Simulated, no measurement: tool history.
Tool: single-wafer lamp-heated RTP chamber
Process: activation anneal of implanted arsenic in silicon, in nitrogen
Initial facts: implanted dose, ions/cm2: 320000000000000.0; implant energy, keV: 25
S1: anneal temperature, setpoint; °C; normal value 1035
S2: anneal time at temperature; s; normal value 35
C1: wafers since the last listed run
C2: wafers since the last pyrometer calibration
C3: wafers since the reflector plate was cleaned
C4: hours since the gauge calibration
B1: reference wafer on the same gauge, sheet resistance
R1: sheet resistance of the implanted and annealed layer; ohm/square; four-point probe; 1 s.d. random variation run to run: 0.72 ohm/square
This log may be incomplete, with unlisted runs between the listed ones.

{"run": 1, "hour": 0.0, "S1": 1051, "S2": 35, "C1": 0, "C2": 889, "C3": 5416, "C4": 726.9, "B1": 227.28, "R1": 244.65}
{"run": 2, "hour": 48.6, "S1": 1059, "S2": 26, "C1": 737, "C2": 1627, "C3": 6154, "C4": 775.5, "B1": 226.79, "R1": 244.06}
{"run": 3, "hour": 112.9, "S1": 1059, "S2": 26, "C1": 976, "C2": 2603, "C3": 7130, "C4": 839.8, "B1": 225.95, "R1": 242.82}
{"run": 4, "hour": 137.3, "S1": 1011, "S2": 35, "C1": 370, "C2": 2973, "C3": 7501, "C4": 864.2, "B1": 225.73, "R1": 247.58}
{"hour": 195.1, "done": "gauge calibrated"}
{"run": 5, "hour": 196.5, "S1": 1035, "S2": 35, "C1": 898, "C2": 3872, "C3": 8399, "C4": 1.4, "B1": 230.76, "R1": 249.5}
{"run": 6, "hour": 226.0, "S1": 1035, "S2": 35, "C1": 447, "C2": 4320, "C3": 8847, "C4": 30.9, "B1": 230.67, "R1": 250.28}
{"run": 7, "hour": 274.2, "S1": 1035, "S2": 35, "C1": 731, "C2": 5051, "C3": 9579, "C4": 79.1, "B1": 230.56, "R1": 249.42}
{"hour": 294.8, "done": "pyrometer window cleaned and pyrometer calibrated"}
{"hour": 296.2, "done": "reflector plate cleaned"}
{"run": 8, "hour": 328.7, "S1": 1035, "S2": 35, "C1": 684, "C2": 493, "C3": 493, "C4": 133.6, "B1": 230.6, "R1": 251.43}
{"run": 9, "hour": 354.6, "S1": 1035, "S2": 26, "C1": 393, "C2": 886, "C3": 886, "C4": 159.5, "B1": 230.49, "R1": 251.51}
{"run": 10, "hour": 402.4, "S1": 1035, "S2": 26, "C1": 725, "C2": 1612, "C3": 1612, "C4": 207.3, "B1": 230.44, "R1": 251.33}
{"run": 11, "hour": 469.9, "S1": 1035, "S2": 26, "C1": 1024, "C2": 2636, "C3": 2636, "C4": 274.8, "B1": 230.33, "R1": 251.79}
{"run": 12, "hour": 524.9, "S1": 1012, "S2": 35, "C1": 834, "C2": 3471, "C3": 3471, "C4": 329.8, "B1": 229.97, "R1": 253.51}
{"run": 13, "hour": 553.8, "S1": 1012, "S2": 35, "C1": 438, "C2": 3910, "C3": 3910, "C4": 358.7, "B1": 229.63, "R1": 251.74}
{"run": 14, "hour": 605.3, "S1": 1028, "S2": 35, "C1": 781, "C2": 4692, "C3": 4692, "C4": 410.2, "B1": 229.48, "R1": 249.35}
{"hour": 626.7, "done": "pyrometer window cleaned and pyrometer calibrated"}
{"run": 15, "hour": 660.3, "S1": 1035, "S2": 18, "C1": 713, "C2": 509, "C3": 5405, "C4": 465.2, "B1": 229.25, "R1": 251.37}
{"run": 16, "hour": 731.3, "S1": 1035, "S2": 18, "C1": 1077, "C2": 1587, "C3": 6483, "C4": 536.2, "B1": 228.67, "R1": 251.85}
{"run": 17, "hour": 755.8, "S1": 1035, "S2": 18, "C1": 371, "C2": 1958, "C3": 6855, "C4": 560.7, "B1": 228.45, "R1": 250.79}
{"hour": 893.1, "done": "reflector plate cleaned"}
{"hour": 934.4, "done": "pyrometer window cleaned and pyrometer calibrated"}
{"run": 18, "hour": 934.9, "S1": 1060, "S2": 52, "C1": 2475, "C2": 8, "C3": 513, "C4": 739.8, "B1": 226.62, "R1": 239.21}
{"run": 19, "hour": 951.3, "S1": 1035, "S2": 20, "C1": 248, "C2": 257, "C3": 762, "C4": 756.2, "B1": 226.66, "R1": 247.85}
{"run": 20, "hour": 1020.2, "S1": 1035, "S2": 35, "C1": 1045, "C2": 1303, "C3": 1808, "C4": 825.1, "B1": 225.67, "R1": 244.56}
{"run": 21, "hour": 1085.3, "S1": 1035, "S2": 35, "C1": 988, "C2": 2291, "C3": 2796, "C4": 890.2, "B1": 224.92, "R1": 243.72}
{"run": 22, "hour": 1132.4, "S1": 1056, "S2": 28, "C1": 714, "C2": 3006, "C3": 3511, "C4": 937.3, "B1": 224.22, "R1": 241.79}
{"run": 23, "hour": 1183.1, "S1": 1011, "S2": 18, "C1": 769, "C2": 3775, "C3": 4280, "C4": 988, "B1": 223.53, "R1": 247.96}
{"hour": 1187.3, "done": "gauge calibrated"}
{"run": 24, "hour": 1209.3, "S1": 1060, "S2": 44, "C1": 397, "C2": 4173, "C3": 4678, "C4": 22, "B1": 231.01, "R1": 246.14}
{"run": 25, "hour": 1240.0, "S1": 1012, "S2": 45, "C1": 466, "C2": 4639, "C3": 5144, "C4": 52.7, "B1": 231.12, "R1": 252.53}
{"hour": 1263.1, "done": "pyrometer window cleaned and pyrometer calibrated"}
{"run": 26, "hour": 1297.0, "S1": 1056, "S2": 46, "C1": 743, "C2": 514, "C3": 5888, "C4": 109.7, "B1": 231.12, "R1": 245.29}
{"run": 27, "hour": 1349.7, "S1": 1035, "S2": 35, "C1": 799, "C2": 1314, "C3": 6688, "C4": 162.4, "B1": 230.99, "R1": 250.48}
{"run": 28, "hour": 1375.8, "S1": 1035, "S2": 35, "C1": 396, "C2": 1710, "C3": 7084, "C4": 188.5, "B1": 230.86, "R1": 251.17}
{"run": 29, "hour": 1429.7, "S1": 1026, "S2": 35, "C1": 818, "C2": 2528, "C3": 7902, "C4": 242.4, "B1": 230.77, "R1": 251.29}
{"run": 30, "hour": 1472.0, "S1": 1011, "S2": 18, "C1": 642, "C2": 3170, "C3": 8544, "C4": 284.7, "B1": 230.62, "R1": 256.13}
{"hour": 1505.3, "done": "reflector plate cleaned"}
{"run": 31, "hour": 1537.5, "S1": 1058, "S2": 14, "C1": 872, "C2": 4043, "C3": 489, "C4": 350.2, "B1": 230.39, "R1": 252.06}
{"run": 32, "hour": 1562.8, "S1": 1019, "S2": 45, "C1": 384, "C2": 4427, "C3": 873, "C4": 375.5, "B1": 230.21, "R1": 249.45}
{"run": 33, "hour": 1632.0, "S1": 1018, "S2": 44, "C1": 1050, "C2": 5477, "C3": 1923, "C4": 444.7, "B1": 229.78, "R1": 248.79}
{"hour": 1663.0, "done": "pyrometer window cleaned and pyrometer calibrated"}
{"run": 34, "hour": 1679.2, "S1": 1064, "S2": 29, "C1": 595, "C2": 245, "C3": 2518, "C4": 491.9, "B1": 229.39, "R1": 244.71}
{"run": 35, "hour": 1748.9, "S1": 1009, "S2": 35, "C1": 1057, "C2": 1303, "C3": 3576, "C4": 561.6, "B1": 228.91, "R1": 251}

For each run, the measured value with the value that run would have given without the tool's hidden condition subtracted. The run-to-run variation is shared by both, the gauge scatter possibly not:
Hidden state present: true wafer temperature minus pyrometer reading, K; wafer temperature error from the tarnished reflector plate, K; gauge reads high (%).
run=1 R1=-3.97
run=2 R1=-4.56
run=3 R1=-5.36
run=4 R1=-5.81
run=5 R1=-0.28
run=6 R1=-0.29
run=7 R1=-0.32
run=8 R1=-0.42
run=9 R1=-0.49
run=10 R1=-0.62
run=11 R1=-0.89
run=12 R1=-1.16
run=13 R1=-1.32
run=14 R1=-1.62
run=15 R1=-2.03
run=16 R1=-2.61
run=17 R1=-2.82
run=18 R1=-4.52
run=19 R1=-4.89
run=20 R1=-5.71
run=21 R1=-6.59
run=22 R1=-7.24
run=23 R1=-8.25
run=24 R1=+0.16
run=25 R1=+0.15
run=26 R1=+0.07
run=27 R1=-0.03
run=28 R1=-0.12
run=29 R1=-0.3
run=30 R1=-0.49
run=31 R1=-0.81
run=32 R1=-0.96
run=33 R1=-1.41
run=34 R1=-1.73
run=35 R1=-2.37

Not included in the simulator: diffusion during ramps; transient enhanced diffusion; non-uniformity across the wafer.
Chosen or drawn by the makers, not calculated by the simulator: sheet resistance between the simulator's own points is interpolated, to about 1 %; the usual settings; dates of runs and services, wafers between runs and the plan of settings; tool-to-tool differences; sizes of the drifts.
